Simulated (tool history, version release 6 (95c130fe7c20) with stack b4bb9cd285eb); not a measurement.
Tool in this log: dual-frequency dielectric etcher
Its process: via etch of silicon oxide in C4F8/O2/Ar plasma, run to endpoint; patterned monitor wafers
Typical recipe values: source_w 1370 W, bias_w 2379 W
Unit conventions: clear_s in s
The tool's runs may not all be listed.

run,hour,source_w,bias_w,wafers since the last listed run,hours since the last wet clean,hours since the last source power generator calibration,hours since the last bias power generator calibration,hours since the last upper electrode change,"incoming incoming film thickness, nm",clear_s
1,0.0,1370,2379,0,432.5,1148.1,1409.1,5390.5,1782.7,371.2
2,49.6,1370,2379,159,482.1,1197.7,1458.7,5440.1,1803.1,366.9
3,75.1,1370,2379,81,507.6,1223.2,1484.2,5465.6,1800.7,370.9
# hour 105.1: wet clean of the chamber
4,146.5,1370,2379,152,41.4,1294.6,1555.6,5537.0,1801.6,379.8
5,218.0,1370,2379,229,112.9,1366.1,1627.1,5608.5,1792.3,379.0
6,283.3,1370,2379,209,178.2,1431.4,1692.4,5673.8,1800.9,375.1
# hour 325.0: upper electrode replaced
7,338.3,1370,2379,99,233.2,1486.4,1747.4,13.3,1823.3,378.1
8,389.7,1370,2602,164,284.6,1537.8,1798.8,64.7,1796.7,357.5
9,428.6,1370,2379,124,323.5,1576.7,1837.7,103.6,1790.5,374.0
10,486.8,1590,2557,186,381.7,1634.9,1895.9,161.8,1774.8,327.0
# hour 522.0: wet clean of the chamber
11,542.2,1130,2844,100,20.2,1690.3,1951.3,217.2,1825.5,401.3
# hour 552.6: source power generator calibrated
12,569.5,1370,2379,74,47.5,16.9,1978.6,244.5,1795.7,380.9
# hour 605.6: bias power generator calibrated
13,610.9,1140,1914,119,88.9,58.3,5.3,285.9,1802.4,463.7
14,638.8,1370,2602,89,116.8,86.2,33.2,313.8,1795.6,363.6
15,675.5,1370,2379,117,153.5,122.9,69.9,350.5,1794.5,377.3
16,738.7,1580,1883,202,216.7,186.1,133.1,413.7,1793.0,381.9
17,789.6,1370,2379,163,267.6,237.0,184.0,464.6,1773.0,367.9
18,831.6,1590,2379,134,309.6,279.0,226.0,506.6,1790.9,343.3
19,870.0,1620,2928,123,348.0,317.4,264.4,545.0,1795.7,311.1

Here are 5 independent what-if runs from the current tool condition. What would each one return?
A,870.5,1370,2379,1,348.5,317.9,264.9,545.5,1798.0,?
B,870.5,1370,2656,1,348.5,317.9,264.9,545.5,1798.0,?
C,870.5,1140,2781,1,348.5,317.9,264.9,545.5,1798.0,?
D,870.5,1180,2068,1,348.5,317.9,264.9,545.5,1798.0,?
E,870.5,1480,2551,1,348.5,317.9,264.9,545.5,1798.0,?

run,clear_s
A,369.2
B,352.2
C,383.2
D,427.5
E,343.7
What these runs would have given with no unlogged condition in the tool:
run,clear_s
A,380.7
B,363.1
C,395.1
D,440.8
E,354.3

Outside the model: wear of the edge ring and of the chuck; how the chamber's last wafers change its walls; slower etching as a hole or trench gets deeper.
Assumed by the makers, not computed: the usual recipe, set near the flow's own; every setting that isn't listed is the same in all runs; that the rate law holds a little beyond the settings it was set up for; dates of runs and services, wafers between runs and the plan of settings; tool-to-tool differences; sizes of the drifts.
